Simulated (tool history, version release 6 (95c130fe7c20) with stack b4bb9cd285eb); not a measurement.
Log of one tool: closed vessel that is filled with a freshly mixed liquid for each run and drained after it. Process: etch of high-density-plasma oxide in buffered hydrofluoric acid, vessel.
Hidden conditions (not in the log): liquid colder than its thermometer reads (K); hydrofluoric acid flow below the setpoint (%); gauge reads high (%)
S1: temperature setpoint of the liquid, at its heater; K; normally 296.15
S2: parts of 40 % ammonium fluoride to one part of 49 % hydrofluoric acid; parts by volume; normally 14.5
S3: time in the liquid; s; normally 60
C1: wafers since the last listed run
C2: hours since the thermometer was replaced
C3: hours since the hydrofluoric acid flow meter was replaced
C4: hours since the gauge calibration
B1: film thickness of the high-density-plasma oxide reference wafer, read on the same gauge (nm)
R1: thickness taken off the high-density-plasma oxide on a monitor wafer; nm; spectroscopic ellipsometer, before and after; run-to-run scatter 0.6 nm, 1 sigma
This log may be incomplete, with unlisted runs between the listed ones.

run    hour      S1    S2  S3     C1      C2     C3      C4     B1      R1
  1     0.0  296.15  14.5  60      0  1229.1  427.7  2488.6  60.00   70.82
  2    74.0  296.15  14.5  60   8453  1303.1  501.7  2562.6  59.96   70.69
  3   159.5  296.15  14.5  60   9767  1388.6  587.2  2648.1  59.99   69.91
  4   243.5  296.15  14.5  60   9596  1472.6  671.2  2732.1  60.03   69.64
  5   311.7  294.15  16.5  60   7791  1540.8  739.4  2800.3  60.00   55.57
      398.2  -- hydrofluoric acid flow meter replaced
  6   401.8  296.15  14.5  60  10178  1630.9    3.6  2890.4  60.03   68.82
  7   456.1  296.15  14.5  60   6203  1685.2   57.9  2944.7  59.99   69.56
  8   593.1  291.65  14.5  40  15651  1822.2  194.9  3081.7  59.95   35.06
  9   744.0  296.15  14.5  60  17238  1973.1  345.8  3232.6  59.99   68.49
      786.7  -- thermometer replaced
 10   788.0  301.15  20.0  50   4912     1.3  389.8  3276.6  60.00   59.06
 11   848.0  296.15  14.5  60   6854    61.3  449.8  3336.6  59.99   74.90
 12   952.4  296.15   8.5  60  11926   165.7  554.2  3441.0  59.98  122.28
 13  1013.7  300.65  14.5  30   7002   227.0  615.5  3502.3  59.99   46.95
 14  1069.9  292.15  12.0  60   6420   283.2  671.7  3558.5  60.05   70.81
 15  1177.2  296.15  14.5  60  12258   390.5  779.0  3665.8  60.00   72.99
     1197.2  -- hydrofluoric acid flow meter replaced
 16  1222.4  298.65  14.5  60   5049   435.7   25.2  3711.0  59.99   83.95
 17  1314.8  293.65  10.5  90  10555   528.1  117.6  3803.4  59.96  129.79
 18  1405.7  296.15  12.5  45  10384   619.0  208.5  3894.3  59.97   63.30
 19  1673.4  296.15  12.0  60  30582   886.7  476.2  4162.0  60.05   84.71
     1756.4  -- gauge calibrated
 20  1780.2  294.15  14.5  60  12200   993.5  583.0    23.8  60.00   63.43
 21  1822.9  301.15  16.5  75   4878  1036.2  625.7    66.5  60.04  102.87
     1907.4  -- hydrofluoric acid flow meter replaced
 22  1928.3  296.15  14.5  60  11926  1141.6   20.9   171.9  59.99   70.52
 23  2035.8  296.15  14.5  60  12280  1249.1  128.4   279.4  60.04   69.67
 24  2095.2  296.15  14.5  60   6785  1308.5  187.8   338.8  60.03   69.91
 25  2183.3  296.15  14.5  60  10064  1396.6  275.9   426.9  60.01   69.40
 26  2254.1  299.15  14.5  60   8088  1467.4  346.7   497.7  60.00   81.84
 27  2357.8  301.15  19.0  75  11846  1571.1  450.4   601.4  59.98   87.43
 28  2450.2  296.15  12.5  60  10555  1663.5  542.8   693.8  60.04   77.78
 29  2521.7  296.15  14.5  35   8168  1735.0  614.3   765.3  60.00   39.86
 30  2618.3  297.65  14.5  80  11035  1831.6  710.9   861.9  59.99   98.73

Branching from run 30: 5 alternative next runs. What would each branch give?
  A  2619.0  293.15  14.5  60  79  1832.3  711.6  862.6   ?   ?
  B  2619.0  292.65  14.5  90  79  1832.3  711.6  862.6   ?   ?
  C  2619.0  291.15   9.5  70  79  1832.3  711.6  862.6   ?   ?
  D  2619.0  296.15  20.0  60  79  1832.3  711.6  862.6   ?   ?
  E  2619.0  298.15  12.0  60  79  1832.3  711.6  862.6   ?   ?

run     B1     R1
  A  59.99  58.51
  B  59.99  85.30
  C  59.99  90.48
  D  59.99  50.44
  E  59.99  93.11
Had the tool no hidden state, the same runs would have come out as:
run      R1
  A   65.09
  B   94.93
  C  100.79
  D   56.01
  E  103.22
